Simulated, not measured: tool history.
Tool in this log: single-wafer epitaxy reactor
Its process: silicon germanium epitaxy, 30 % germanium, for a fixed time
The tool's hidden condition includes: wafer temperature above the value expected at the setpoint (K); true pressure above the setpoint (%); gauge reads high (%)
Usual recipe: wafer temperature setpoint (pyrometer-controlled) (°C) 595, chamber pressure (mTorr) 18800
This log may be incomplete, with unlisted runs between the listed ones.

run	hour	wafer temperature setpoint (pyrometer-controlled) (°C)	chamber pressure (mTorr)	wafers since the last listed run	hours since the last pyrometer calibration	hours since the last manometer calibration	hours since the showerhead was replaced	hours since the gauge calibration	read-back reference wafer on the same gauge, thickness_nm	mean film thickness on the monitor wafer (Å)
1	0	595	16600	0	2065.9	1921.4	3260.6	1309.1	43.921	450.95
2	50	595	16600	767	2115.9	1971.4	3310.6	1359.1	43.872	448.5
3	84.5	595	16600	529	2150.4	2005.9	3345.1	1393.6	43.951	450.37
4	127.6	595	18800	661	2193.5	2049	3388.2	1436.7	43.85	488.29
5	160.5	595	18800	504	2226.4	2081.9	3421.1	1469.6	43.908	489.31
6	202.3	595	18800	641	2268.2	2123.7	3462.9	1511.4	43.898	488.61
7	395.7	595	20500	2968	2461.6	2317.1	3656.3	1704.8	43.904	513.61
8	425.8	587	18800	461	2491.7	2347.2	3686.4	1734.9	43.91	427.96
# hour 463.5: pyrometer calibrated
# hour 466.2: capacitance manometer re-zeroed and calibrated
9	466.7	587	18800	464	3.2	0.5	3727.3	1775.8	43.93	417.03
10	480.8	595	20300	216	17.3	14.6	3741.4	1789.9	43.931	498.33
11	542	595	18800	939	78.5	75.8	3802.6	1851.1	43.931	475.92
12	584.3	585	16600	649	120.8	118.1	3844.9	1893.4	43.937	374.19
13	622.7	595	18800	589	159.2	156.5	3883.3	1931.8	43.927	478.92
14	662.1	585	22800	604	198.6	195.9	3922.7	1971.2	43.916	458.37
# hour 687.2: gauge calibrated
15	696.4	587	20400	526	232.9	230.2	3957	9.2	43.94	441.87
16	737.9	595	18800	636	274.4	271.7	3998.5	50.7	43.879	479.87
# hour 768.9: showerhead replaced
17	859.2	607	18800	1738	395.7	393	90.3	172	43.95	583.76

For run 18, what comes out?
18	887.8	609	20700	438	424.3	421.6	118.9	200.6	?	?

read-back reference wafer on the same gauge, thickness_nm: 43.958
mean film thickness on the monitor wafer (Å): 637.16
If the tool had no hidden condition, the same run with the same run-to-run variation would have returned mean film thickness on the monitor wafer (Å) 634.72.

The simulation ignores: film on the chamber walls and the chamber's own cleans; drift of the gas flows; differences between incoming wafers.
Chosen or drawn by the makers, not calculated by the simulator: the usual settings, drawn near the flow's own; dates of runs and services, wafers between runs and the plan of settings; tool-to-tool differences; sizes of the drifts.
